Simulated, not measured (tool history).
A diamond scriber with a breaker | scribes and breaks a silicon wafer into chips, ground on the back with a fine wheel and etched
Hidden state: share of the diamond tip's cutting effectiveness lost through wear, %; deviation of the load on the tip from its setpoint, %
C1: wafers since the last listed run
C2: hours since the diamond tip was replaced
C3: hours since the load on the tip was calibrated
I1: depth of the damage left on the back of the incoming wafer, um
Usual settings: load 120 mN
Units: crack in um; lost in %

{"run": 1, "hour": 0.0, "load": 120, "C1": 0, "C2": 286.4, "C3": 931.2, "I1": 0.41, "crack": 13.63, "lost": 2.18}
{"run": 2, "hour": 65.0, "load": 120, "C1": 265, "C2": 351.4, "C3": 996.2, "I1": 0.63, "crack": 13.72, "lost": 2.33}
{"run": 3, "hour": 118.1, "load": 120, "C1": 216, "C2": 404.5, "C3": 1049.3, "I1": 0.42, "crack": 13.59, "lost": 2.16}
{"run": 4, "hour": 176.4, "load": 148, "C1": 238, "C2": 462.8, "C3": 1107.6, "I1": 0.64, "crack": 14.98, "lost": 6.53}
{"run": 5, "hour": 244.4, "load": 148, "C1": 277, "C2": 530.8, "C3": 1175.6, "I1": 0.37, "crack": 15.38, "lost": 6.65}
{"run": 6, "hour": 290.5, "load": 148, "C1": 188, "C2": 576.9, "C3": 1221.7, "I1": 0.69, "crack": 15.44, "lost": 7.09}
{"run": 7, "hour": 328.3, "load": 92, "C1": 154, "C2": 614.7, "C3": 1259.5, "I1": 0.66, "crack": 12.43, "lost": 3.16}
{"run": 8, "hour": 396.3, "load": 92, "C1": 277, "C2": 682.7, "C3": 1327.5, "I1": 0.53, "crack": 12.51, "lost": 3.3}
{"run": 9, "hour": 456.8, "load": 120, "C1": 247, "C2": 743.2, "C3": 1388, "I1": 0.76, "crack": 13.96, "lost": 2.47}
{"run": 10, "hour": 507.5, "load": 84, "C1": 207, "C2": 793.9, "C3": 1438.7, "I1": 0.72, "crack": 12.35, "lost": 3.99}
{"run": 11, "hour": 554.8, "load": 103, "C1": 193, "C2": 841.2, "C3": 1486, "I1": 0.4, "crack": 13.35, "lost": 2.03}
{"run": 12, "hour": 593.0, "load": 137, "C1": 156, "C2": 879.4, "C3": 1524.2, "I1": 0.3, "crack": 15.18, "lost": 5.61}
{"hour": 614.6, "done": "load on the tip recalibrated"}
{"run": 13, "hour": 635.7, "load": 99, "C1": 166, "C2": 922.1, "C3": 21.1, "I1": 0.54, "crack": 12.27, "lost": 3.89}
{"run": 14, "hour": 685.7, "load": 120, "C1": 204, "C2": 972.1, "C3": 71.1, "I1": 0.6, "crack": 13.33, "lost": 1.85}
{"hour": 706.1, "done": "diamond tip replaced by a new one"}
{"run": 15, "hour": 751.0, "load": 111, "C1": 258, "C2": 44.9, "C3": 136.4, "I1": 0.49, "crack": 12.86, "lost": 2.36}
{"run": 16, "hour": 814.7, "load": 120, "C1": 260, "C2": 108.6, "C3": 200.1, "I1": 0.31, "crack": 13.23, "lost": 1.87}
{"run": 17, "hour": 862.1, "load": 120, "C1": 193, "C2": 156, "C3": 247.5, "I1": 0.66, "crack": 13.26, "lost": 1.96}
{"run": 18, "hour": 889.1, "load": 89, "C1": 110, "C2": 183, "C3": 274.5, "I1": 0.77, "crack": 11.77, "lost": 6.43}
{"run": 19, "hour": 935.3, "load": 120, "C1": 188, "C2": 229.2, "C3": 320.7, "I1": 0.53, "crack": 13.29, "lost": 1.87}

Forecast each of these 3 alternatives for the next run:
{"run": "A", "hour": 935.8, "load": 120, "C1": 2, "C2": 229.7, "C3": 321.2, "I1": 0.39, "crack": "?", "lost": "?"}
{"run": "B", "hour": 935.8, "load": 132, "C1": 2, "C2": 229.7, "C3": 321.2, "I1": 0.39, "crack": "?", "lost": "?"}
{"run": "C", "hour": 935.8, "load": 101, "C1": 2, "C2": 229.7, "C3": 321.2, "I1": 0.39, "crack": "?", "lost": "?"}

run=A crack=13.27 lost=1.78
run=B crack=13.83 lost=2.14
run=C crack=12.37 lost=3.33
Without the tool's hidden state the same runs would have given:
run=A crack=13.34 lost=1.78
run=B crack=13.89 lost=2.24
run=C crack=12.43 lost=3.15
